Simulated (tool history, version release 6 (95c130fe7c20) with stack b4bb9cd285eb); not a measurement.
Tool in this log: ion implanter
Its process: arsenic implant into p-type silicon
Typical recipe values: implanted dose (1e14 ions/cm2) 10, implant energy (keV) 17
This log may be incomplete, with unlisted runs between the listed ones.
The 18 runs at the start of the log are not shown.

run,hour,implanted dose (1e14 ions/cm2),implant energy (keV),"read-back reference wafer on the same gauge, sheet resistance",sheet resistance of the implanted and annealed layer (ohm/square)
19,216.9,10,11,130.96,155.84
20,230.3,12.01,11.5,131.02,144.95
21,246.9,10,17,130.97,140.91
22,255.1,9.06,17,130.91,147.9
23,266.7,10,17,131.05,141.04
# hour 276.3: Faraday cup replaced and dose calibrated
24,281.8,8.69,15.5,130.89,150.39
25,335.7,9.13,12,131,155.96
26,352.1,10,17,130.98,138.11
27,366.5,8.92,17,131.07,145.58
# hour 376.3: extraction supply calibrated
28,383.9,12.98,17,131.03,125.4
# hour 386.7: gauge calibrated
29,393.1,10,17,131,138.07
30,405.6,9.06,17,131.06,145.03
31,420.2,8.82,21.5,131.05,137.89
32,438.1,10,17,130.99,138.04
33,446,10,17,130.97,138.48
34,459.6,9.09,17,131.08,144.41
35,469.9,11.04,19.5,130.97,126.96
36,482.7,7.3,20.5,130.97,156.32
37,499.9,12.35,12.5,130.97,139.44

What if the next run were any one of these 4? Each begins from the tool's condition after run 37:
A,500.3,10,17,?,?
B,500.3,10,21,?,?
C,500.3,8.23,22.5,?,?
D,500.3,8,11,?,?

run,"read-back reference wafer on the same gauge, sheet resistance",sheet resistance of the implanted and annealed layer (ohm/square)
A,131,138.3
B,131,130.2
C,131,142.22
D,131,168.11
With the hidden condition removed and each run's random variation left untouched, the same runs would have given:
run,sheet resistance of the implanted and annealed layer (ohm/square)
A,137.66
B,129.52
C,141.32
D,167.32
